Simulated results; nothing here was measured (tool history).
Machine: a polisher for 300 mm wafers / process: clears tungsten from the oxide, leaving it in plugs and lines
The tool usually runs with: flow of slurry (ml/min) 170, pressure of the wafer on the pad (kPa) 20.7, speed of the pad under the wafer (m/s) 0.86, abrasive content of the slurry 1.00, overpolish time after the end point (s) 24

run    hour  flow of slurry (ml/min)  pressure of the wafer on the pad (kPa)  speed of the pad under the wafer (m/s)  abrasive content of the slurry  overpolish time after the end point (s)  incoming thickness of the incoming film, nm  time until the end point was called (s)
  1     0.0                      170                                    20.7                                    0.86                            1.00                                       24                                        258.1                                     81.1
  2    61.7                      170                                    20.7                                    0.86                            1.00                                       24                                        264.5                                     80.9
  3   149.8                      140                                    27.6                                    0.86                            1.20                                       19                                        259.5                                     65.4
      155.8  -- slurry tank refilled with fresh slurry and peroxide
  4   236.7                      170                                    17.9                                    0.86                            0.80                                       24                                        260.2                                     93.6
  5   330.5                      170                                    20.7                                    0.86                            1.00                                       24                                        264.9                                     84.3
  6   375.0                      170                                    17.9                                    0.86                            0.75                                       15                                        260.1                                     94.9
      379.9  -- head pressure recalibrated
      403.8  -- slurry nozzle cleaned
      443.0  -- slurry blender recalibrated
  7   475.7                      170                                    25.5                                    1.02                            1.00                                       24                                        263.8                                     56.5
  8   558.6                      170                                    20.7                                    0.86                            1.00                                       29                                        261.8                                     79.2
      631.9  -- worn pad replaced by a new one
  9   636.2                      220                                    20.7                                    0.86                            0.85                                       33                                        261.3                                     81.2
 10   740.8                      170                                    20.7                                    0.94                            1.00                                       11                                        260.2                                     73.4
 11   821.6                      230                                    20.7                                    0.72                            0.80                                       24                                        260.0                                     97.0
 12   953.6                      215                                    20.7                                    0.62                            0.75                                       34                                        258.0                                    112.3
 13  1050.4                      170                                    20.7                                    0.60                            1.15                                       24                                        257.8                                    114.9
     1063.1  -- slurry tank refilled with fresh slurry and peroxide
 14  1139.2                      170                                    20.7                                    0.86                            1.00                                       24                                        260.3                                     81.9
     1200.5  -- slurry blender recalibrated
 15  1232.2                      170                                    20.7                                    0.94                            1.00                                       24                                        261.2                                     69.2
     1233.8  -- slurry nozzle cleaned
 16  1274.8                      170                                    20.7                                    0.86                            1.00                                       24                                        262.2                                     77.9
 17  1341.8                      170                                    20.7                                    0.86                            1.00                                       24                                        256.4                                     77.5
     1424.8  -- worn pad replaced by a new one
 18  1428.2                      170                                    20.7                                    0.86                            1.00                                       24                                        257.2                                     79.2
     1492.4  -- head pressure recalibrated
 19  1512.2                      210                                    20.7                                    0.86                            1.00                                       24                                        259.7                                     79.1
 20  1564.0                      205                                    20.7                                    0.86                            0.90                                       37                                        258.3                                     80.8
 21  1607.4                      170                                    20.7                                    0.86                            1.00                                       24                                        259.4                                     80.6
 22  1706.7                      220                                    22.8                                    0.86                            0.90                                       35                                        258.6                                     75.8
 23  1759.8                      170                                    20.7                                    0.86                            1.00                                       24                                        257.5                                     80.7
 24  1799.2                      225                                    20.7                                    0.86                            1.00                                       31                                        261.2                                     79.0
     1802.7  -- slurry tank refilled with fresh slurry and peroxide
 25  1842.8                      130                                    20.7                                    0.86                            1.00                                       24                                        258.7                                     82.8

Forecast each of these 5 alternatives for the next run:
  A  1843.3                      170                                    20.7                                    0.86                            1.00                                       24                                        261.0                                        ?
  B  1843.3                      170                                    15.9                                    0.86                            0.85                                       24                                        261.0                                        ?
  C  1843.3                      155                                    20.7                                    0.98                            1.00                                       29                                        261.0                                        ?
  D  1843.3                      170                                    20.7                                    0.86                            0.80                                       24                                        261.0                                        ?
  E  1843.3                      170                                    17.9                                    0.86                            1.00                                       24                                        261.0                                        ?

run  time until the end point was called (s)
  A                                     82.3
  B                                    102.7
  C                                     73.0
  D                                     85.7
  E                                     91.4
Without the tool's unlogged condition, the same runs would have read:
run  time until the end point was called (s)
  A                                     76.1
  B                                     95.1
  C                                     67.5
  D                                     79.4
  E                                     84.5
